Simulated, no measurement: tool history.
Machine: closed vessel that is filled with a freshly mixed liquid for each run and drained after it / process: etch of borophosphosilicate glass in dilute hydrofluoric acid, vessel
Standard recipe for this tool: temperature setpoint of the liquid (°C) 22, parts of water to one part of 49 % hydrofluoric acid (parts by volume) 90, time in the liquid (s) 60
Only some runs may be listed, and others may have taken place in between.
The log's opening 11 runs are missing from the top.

run,day,temperature setpoint of the liquid (°C),parts of water to one part of 49 % hydrofluoric acid (parts by volume),time in the liquid (s),"read-back film thickness of the borophosphosilicate glass reference wafer, read on the same gauge (nm)",thickness taken off the borophosphosilicate glass on a monitor wafer (Å)
12,24.933,22,70,60,39.97,513.2
13,27.712,22,70,60,39.96,512.3
14,28.858,22,70,60,39.98,508.2
15,31.754,22,90,60,40.02,386.8
16,33.371,20,60,95,40,875.2
# day 33.429: thermometer replaced
17,34.9,22,90,60,39.95,385.6
18,35.996,22,55,60,40.04,663.6
19,38.942,22,90,45,39.97,291.8
20,40.062,17.5,90,60,40.02,325.3
21,43.821,22,90,60,39.97,388.6
# day 45.271: hydrofluoric acid flow meter replaced
22,45.808,22,90,60,39.96,377
23,47.012,20,75,80,39.98,567.6
24,48.017,22,90,60,40.04,375.1
25,50.396,22,135,90,40,359.2
# day 50.983: gauge calibrated
26,52.35,22,75,80,39.99,618.1
27,54.483,19.5,90,60,40.01,337.9
28,57.425,24.5,70,30,39.95,277
29,59.596,22,130,85,40,355.7
30,61.017,22,90,60,39.99,380.2

What if the next run were any one of these 5? Each begins from the tool's condition after run 30:
A,61.046,22,90,40,?,?
B,61.046,17.5,45,35,?,?
C,61.046,22,90,35,?,?
D,61.046,24,90,50,?,?
E,61.046,26.5,110,45,?,?

run,"read-back film thickness of the borophosphosilicate glass reference wafer, read on the same gauge (nm)",thickness taken off the borophosphosilicate glass on a monitor wafer (Å)
A,39.98,252.9
B,39.98,385.9
C,39.98,221.3
D,39.98,342.7
E,39.98,271.4
Without the tool's hidden state the same runs would have given:
run,thickness taken off the borophosphosilicate glass on a monitor wafer (Å)
A,250.9
B,382.9
C,219.5
D,339.9
E,269.2
